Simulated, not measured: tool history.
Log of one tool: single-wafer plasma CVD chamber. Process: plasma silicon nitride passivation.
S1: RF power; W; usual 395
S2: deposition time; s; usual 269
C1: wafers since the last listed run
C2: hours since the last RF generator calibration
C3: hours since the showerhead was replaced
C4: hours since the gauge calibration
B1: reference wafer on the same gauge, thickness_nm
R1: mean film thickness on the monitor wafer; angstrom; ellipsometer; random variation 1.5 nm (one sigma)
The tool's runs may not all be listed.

| run | hour | S1 | S2 | C1 | C2 | C3 | C4 | B1 | R1 |
|---|---|---|---|---|---|---|---|---|---|
| 1 | 0 | 395 | 241 | 0 | 644.2 | 5112.4 | 2252.8 | 420.114 | 3290.85 |
| 2 | 64.8 | 395 | 241 | 404 | 709 | 5177.2 | 2317.6 | 420.97 | 3296.38 |
| 3 | 170.7 | 395 | 269 | 660 | 814.9 | 5283.1 | 2423.5 | 421.09 | 3653.97 |
| 4 | 222.8 | 395 | 269 | 324 | 867 | 5335.2 | 2475.6 | 421.576 | 3676.06 |
| 5 | 303.7 | 395 | 269 | 504 | 947.9 | 5416.1 | 2556.5 | 419.772 | 3652.73 |
| 6 | 344.8 | 395 | 269 | 256 | 989 | 5457.2 | 2597.6 | 419.506 | 3666.79 |
| 7 | 435.8 | 395 | 269 | 567 | 1080 | 5548.2 | 2688.6 | 419.633 | 3644.68 |
| 8 | 529.6 | 395 | 269 | 585 | 1173.8 | 5642 | 2782.4 | 419.896 | 3653.86 |
| 9 | 625.4 | 395 | 269 | 597 | 1269.6 | 5737.8 | 2878.2 | 419.151 | 3662.98 |
| 10 | 687.4 | 420 | 269 | 386 | 1331.6 | 5799.8 | 2940.2 | 419.129 | 3712.11 |
| 11 | 761.4 | 395 | 311 | 461 | 1405.6 | 5873.8 | 3014.2 | 419.181 | 4226.76 |
| 12 | 836.8 | 395 | 311 | 470 | 1481 | 5949.2 | 3089.6 | 417.6 | 4236.92 |
| 13 | 873.5 | 395 | 269 | 228 | 1517.7 | 5985.9 | 3126.3 | 418.787 | 3654.08 |
| 14 | 978.3 | 395 | 269 | 653 | 1622.5 | 6090.7 | 3231.1 | 418.131 | 3636.68 |
|  | 999.6 | RF generator calibrated |
| 15 | 1057.4 | 395 | 288 | 443 | 57.8 | 6169.8 | 3310.2 | 417.351 | 3891.67 |
| 16 | 1150.9 | 395 | 288 | 583 | 151.3 | 6263.3 | 3403.7 | 416.944 | 3855.54 |
| 17 | 1251 | 395 | 288 | 624 | 251.4 | 6363.4 | 3503.8 | 415.995 | 3903.22 |
| 18 | 1354.4 | 395 | 269 | 644 | 354.8 | 6466.8 | 3607.2 | 415.948 | 3632.22 |
| 19 | 1441.8 | 395 | 227 | 545 | 442.2 | 6554.2 | 3694.6 | 415.404 | 3064.43 |
| 20 | 1545.6 | 395 | 227 | 647 | 546 | 6658 | 3798.4 | 416.497 | 3039.17 |
| 21 | 1594 | 395 | 269 | 301 | 594.4 | 6706.4 | 3846.8 | 415.651 | 3624.28 |
| 22 | 1687.7 | 340 | 249 | 584 | 688.1 | 6800.1 | 3940.5 | 415.04 | 3151.69 |
| 23 | 1768 | 470 | 243 | 500 | 768.4 | 6880.4 | 4020.8 | 415.952 | 3496.86 |
| 24 | 1840.4 | 395 | 269 | 451 | 840.8 | 6952.8 | 4093.2 | 415.523 | 3611.95 |
| 25 | 1939.4 | 370 | 232 | 617 | 939.8 | 7051.8 | 4192.2 | 414.582 | 3041.94 |
|  | 2019.4 | gauge calibrated |
| 26 | 2040.8 | 395 | 311 | 632 | 1041.2 | 7153.2 | 21.4 | 423.709 | 4272.06 |
| 27 | 2356.8 | 320 | 217 | 1970 | 1357.2 | 7469.2 | 337.4 | 423.273 | 2725 |
| 28 | 2540.8 | 395 | 245 | 1147 | 1541.2 | 7653.2 | 521.4 | 422.227 | 3340.52 |
| 29 | 2679.6 | 420 | 240 | 865 | 1680 | 7792 | 660.2 | 422.174 | 3372.31 |
|  | 2749 | RF generator calibrated |
|  | 2759.6 | showerhead replaced |
| 30 | 2772.8 | 345 | 227 | 481 | 23.8 | 13.2 | 753.4 | 422.635 | 2949.1 |
| 31 | 2854.3 | 395 | 269 | 508 | 105.3 | 94.7 | 834.9 | 421.263 | 3674.96 |
| 32 | 2939 | 395 | 219 | 528 | 190 | 179.4 | 919.6 | 420.851 | 2973.67 |
| 33 | 3034.2 | 460 | 215 | 593 | 285.2 | 274.6 | 1014.8 | 421.197 | 3112.3 |
| 34 | 3077.3 | 355 | 289 | 268 | 328.3 | 317.7 | 1057.9 | 420.262 | 3786.85 |
| 35 | 3165.4 | 350 | 293 | 549 | 416.4 | 405.8 | 1146 | 421.64 | 3826.09 |
| 36 | 3237.8 | 465 | 315 | 451 | 488.8 | 478.2 | 1218.4 | 420.116 | 4571.29 |
| 37 | 3283.9 | 395 | 269 | 287 | 534.9 | 524.3 | 1264.5 | 419.804 | 3641.15 |
| 38 | 3330.2 | 395 | 269 | 288 | 581.2 | 570.6 | 1310.8 | 420.303 | 3650.52 |
| 39 | 3370 | 395 | 269 | 248 | 621 | 610.4 | 1350.6 | 419.805 | 3663.45 |
| 40 | 3456.6 | 395 | 285 | 540 | 707.6 | 697 | 1437.2 | 418.768 | 3859.62 |
| 41 | 3557.1 | 395 | 269 | 626 | 808.1 | 797.5 | 1537.7 | 418.857 | 3670.55 |

Run 42 comes next. What will it give?
| 42 | 3658 | 395 | 269 | 629 | 909 | 898.4 | 1638.6 | ? | ? |

Run 42 gave B1 418.432, R1 3647.08 angstrom.
Without the tool's hidden state the same run would have given R1 3708.35 angstrom.
